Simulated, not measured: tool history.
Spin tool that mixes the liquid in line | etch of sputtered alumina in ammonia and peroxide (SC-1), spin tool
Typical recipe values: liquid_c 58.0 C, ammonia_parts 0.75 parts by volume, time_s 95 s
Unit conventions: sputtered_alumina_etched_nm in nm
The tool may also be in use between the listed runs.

run	hour	liquid_c	ammonia_parts	time_s	read-back film thickness of the sputtered alumina reference wafer, read on the same gauge (nm)	sputtered_alumina_etched_nm
1	0.0	58.0	0.75	95	80.03	6.60
# hour 8.9: gauge calibrated
# hour 18.2: ammonia flow meter replaced
2	18.7	51.5	0.75	95	80.01	4.68
3	38.5	51.5	0.75	95	79.98	4.65
# hour 53.8: new drum of ammonia solution connected
4	63.4	58.0	0.75	95	80.01	6.59
5	78.5	58.0	0.75	95	80.02	6.58
6	90.9	58.0	0.75	95	80.00	6.60
7	119.0	52.0	0.95	135	80.02	6.97
8	133.3	48.5	0.50	115	79.97	4.63
9	165.3	58.0	0.75	95	79.96	6.61
10	186.4	49.0	0.95	95	79.99	4.15
11	212.4	58.0	0.75	95	79.99	6.64
12	238.3	52.0	0.75	95	79.97	4.83
13	255.0	58.0	0.75	40	80.04	2.79
14	281.8	58.0	0.35	95	79.99	6.12
15	307.3	49.0	0.75	95	79.97	4.10
16	325.7	58.0	0.75	95	79.99	6.63
# hour 329.0: thermometer replaced
# hour 329.5: new drum of ammonia solution connected
17	350.8	58.0	0.75	110	80.01	7.23
18	363.0	58.0	0.75	95	80.01	6.27
19	392.5	58.0	0.75	135	79.98	9.00
20	408.6	58.0	0.65	95	80.02	6.22
21	441.3	65.0	0.40	45	80.00	4.01
22	460.6	54.0	0.75	125	80.01	6.76
23	488.6	58.0	0.75	95	79.99	6.34
24	507.2	58.0	0.75	50	80.01	3.32

5 ways to go on from here, each from the tool as it stands after run 24. What would each give?
A	507.6	58.0	0.75	95	?	?
B	507.6	55.0	1.00	95	?	?
C	507.6	66.5	0.75	95	?	?
D	507.6	58.0	0.50	145	?	?
E	507.6	58.0	0.75	75	?	?

run	read-back film thickness of the sputtered alumina reference wafer, read on the same gauge (nm)	sputtered_alumina_etched_nm
A	80.02	6.31
B	80.02	5.54
C	80.02	9.69
D	80.02	9.27
E	80.02	4.98
Take away the tool's hidden state, keep each run's random variation, and the runs would have read:
run	sputtered_alumina_etched_nm
A	6.26
B	5.49
C	9.62
D	9.19
E	4.94
